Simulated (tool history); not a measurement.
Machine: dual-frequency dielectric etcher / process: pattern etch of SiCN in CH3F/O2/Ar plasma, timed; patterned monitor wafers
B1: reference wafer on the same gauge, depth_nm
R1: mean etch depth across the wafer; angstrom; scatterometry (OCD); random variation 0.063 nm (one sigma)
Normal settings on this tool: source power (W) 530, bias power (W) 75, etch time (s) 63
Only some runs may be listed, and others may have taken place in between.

Run 1, hour 0.0: usual settings; B1 29.68. Result: R1 293.1 angstrom.
Run 2, hour 36.4: usual settings; B1 29.72. Result: R1 292.2 angstrom.
At hour 78.6: source power generator calibrated.
Run 3, hour 79.5: usual settings but etch time (s) 70; B1 29.72. Result: R1 324.7 angstrom.
Run 4, hour 161.8: usual settings; B1 29.69. Result: R1 292.6 angstrom.
Run 5, hour 231.1: usual settings but etch time (s) 48; B1 29.74. Result: R1 222.7 angstrom.
At hour 266.1: wet clean of the chamber.
At hour 300.5: bias power generator calibrated.
Run 6, hour 329.7: usual settings; B1 29.70. Result: R1 289.1 angstrom.
Run 7, hour 429.6: usual settings; B1 29.70. Result: R1 289.1 angstrom.
Run 8, hour 533.6: usual settings; B1 29.70. Result: R1 289.9 angstrom.
Run 9, hour 616.0: usual settings but bias power (W) 66, etch time (s) 50; B1 29.72. Result: R1 221.1 angstrom.
Run 10, hour 652.3: usual settings; B1 29.73. Result: R1 290.1 angstrom.
At hour 700.8: upper electrode replaced, of another model than before.
Run 11, hour 725.1: usual settings; B1 29.69. Result: R1 288.9 angstrom.
Run 12, hour 804.2: usual settings; B1 29.70. Result: R1 288.3 angstrom.
At hour 889.7: gauge calibrated.
Run 13, hour 898.1: usual settings but source power (W) 470, bias power (W) 82; B1 29.69. Result: R1 275.9 angstrom.
Run 14, hour 964.9: usual settings but bias power (W) 84; B1 29.66. Result: R1 303.9 angstrom.
At hour 1013.9: wet clean of the chamber.
Run 15, hour 1015.6: usual settings but source power (W) 640, etch time (s) 57; B1 29.69. Result: R1 293.3 angstrom.

For run 16, what comes out?
Run 16, hour 1113.0: usual settings but bias power (W) 92, etch time (s) 48; B1 ?. Result: R1 ?.

Logged for run 16: B1 29.70, R1 242.0 angstrom.
Minus the tool's unlogged condition, the same run would have read R1 242.4 angstrom.
